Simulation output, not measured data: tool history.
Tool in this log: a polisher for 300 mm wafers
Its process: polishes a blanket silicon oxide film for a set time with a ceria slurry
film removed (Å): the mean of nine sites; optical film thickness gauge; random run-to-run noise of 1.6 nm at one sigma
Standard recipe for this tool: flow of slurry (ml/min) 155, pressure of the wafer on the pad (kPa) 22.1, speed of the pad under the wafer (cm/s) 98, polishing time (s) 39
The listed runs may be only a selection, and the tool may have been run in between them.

run    hour  flow of slurry (ml/min)  pressure of the wafer on the pad (kPa)  speed of the pad under the wafer (cm/s)  polishing time (s)  incoming thickness of the incoming film, nm  film removed (Å)
  1       0                      155                                    22.1                                       98                  39                                       1658.8              1540
  2    62.7                      155                                    22.1                                       98                  39                                       1661.2              1568
  3     139                      155                                    22.1                                       98                  39                                       1644.7              1533
  4   186.5                      155                                    22.1                                       98                  39                                       1683.1              1547
  5   287.4                      155                                    22.1                                       98                  39                                       1641.1              1542
  6   357.5                      155                                    22.1                                       98                  39                                       1635.2              1531
  7   519.4                      155                                    22.1                                       98                  39                                       1659.4              1520
  8   583.2                      190                                    22.1                                       98                  45                                       1627.4              1853
  9   688.1                      155                                    22.1                                       98                  39                                       1672.8              1535
 10   780.6                      155                                    22.1                                       98                  39                                       1639.8              1526
 11     836                      155                                    22.1                                       98                  39                                       1634.5              1546
 12   937.3                      155                                    22.1                                       98                  39                                       1649.3              1516
 13   975.4                      155                                    22.1                                       98                  39                                       1633.6              1506
 14  1246.5                      155                                    22.1                                       98                  39                                         1639              1396
 15  1339.6                      200                                    17.2                                       98                  39                                       1676.8              1142
 16  1438.1                      200                                    17.2                                       98                  39                                       1650.3              1159
 17    1480                      135                                    26.9                                       98                  39                                       1624.9              1610
 18  1758.2                      155                                    17.2                                       80                  33                                       1648.7               865
 19  1998.6                      175                                      20                                       80                  52                                       1645.7              1599
 20  2096.1                      190                                    27.6                                       98                  39                                         1653              1998
 21  2194.8                      135                                    25.5                                       98                  39                                         1654              1711
 22  2298.1                      155                                    16.5                                      114                  39                                       1674.6              1308
 23  2374.7                      105                                    22.1                                       98                  30                                       1662.4              1060
 24  2414.2                      155                                    24.1                                       84                  39                                       1655.4              1445
 25  2503.7                      155                                    22.1                                      116                  39                                       1638.7              1847
 26  2599.1                      155                                    22.1                                       98                  39                                       1633.9              1559
 27  2687.8                      155                                    22.1                                       86                  39                                       1639.9              1390
 28  2731.9                      125                                    22.1                                      116                  32                                       1645.1              1395
 29  2823.1                      155                                    22.1                                       98                  32                                       1657.5              1279
 30    2899                      155                                    24.1                                       84                  39                                       1645.2              1473
 31  2976.7                      200                                    22.1                                      124                  34                                       1664.2              1734
 32  3031.1                      105                                    22.1                                       98                  39                                       1658.4              1394
 33  3069.8                      155                                    22.1                                       98                  39                                       1637.8              1511

Put back what was entered between runs (11 entries, withheld): which listed runs does each sit between, and how does the hidden state differ from the listed run before to the listed run after?
From run 2 to run 3: worn pad replaced by a new one (hour 121.7)
  slurry flow missing at the pad, %: 7.59 -> 9.55
  measured result minus the result with no hidden state, film removed (Å): -22 -> -28
From run 3 to run 4: head pressure recalibrated (hour 174)
  slurry flow missing at the pad, %: 9.55 -> 10.8
  measured result minus the result with no hidden state, film removed (Å): -28 -> -32
From run 6 to run 7: slurry nozzle cleaned (hour 420.1)
  slurry flow missing at the pad, %: 15.2 -> 3.59
  measured result minus the result with no hidden state, film removed (Å): -47 -> -9
From run 10 to run 11: worn pad replaced by a new one (hour 786.4)
  slurry flow missing at the pad, %: 10.3 -> 11.8
  measured result minus the result with no hidden state, film removed (Å): -30 -> -35
From run 13 to run 14: slurry nozzle cleaned (hour 1024.4)
  slurry flow missing at the pad, %: 15.4 -> 39.1
  measured result minus the result with no hidden state, film removed (Å): -47 -> -159
From run 15 to run 16: worn pad replaced by a new one (hour 1385.2)
  slurry flow missing at the pad, %: 41.5 -> 44
  measured result minus the result with no hidden state, film removed (Å): -113 -> -127
From run 17 to run 18: head pressure recalibrated (hour 1631.9); slurry nozzle cleaned, repeated, since the last time left the tool worse (hour 1756.5)
  slurry flow missing at the pad, %: 45.1 -> 0.733
  measured result minus the result with no hidden state, film removed (Å): -269 -> -1
From run 18 to run 19: worn pad replaced by a new one (hour 1967.1)
  slurry flow missing at the pad, %: 0.733 -> 6.93
  measured result minus the result with no hidden state, film removed (Å): -1 -> -18
From run 24 to run 25: slurry nozzle cleaned (hour 2498.3)
  slurry flow missing at the pad, %: 17.7 -> 0.746
  measured result minus the result with no hidden state, film removed (Å): -53 -> -2
From run 25 to run 26: worn pad replaced by a new one (hour 2554.2)
  slurry flow missing at the pad, %: 0.746 -> 3.21
  measured result minus the result with no hidden state, film removed (Å): -2 -> -9
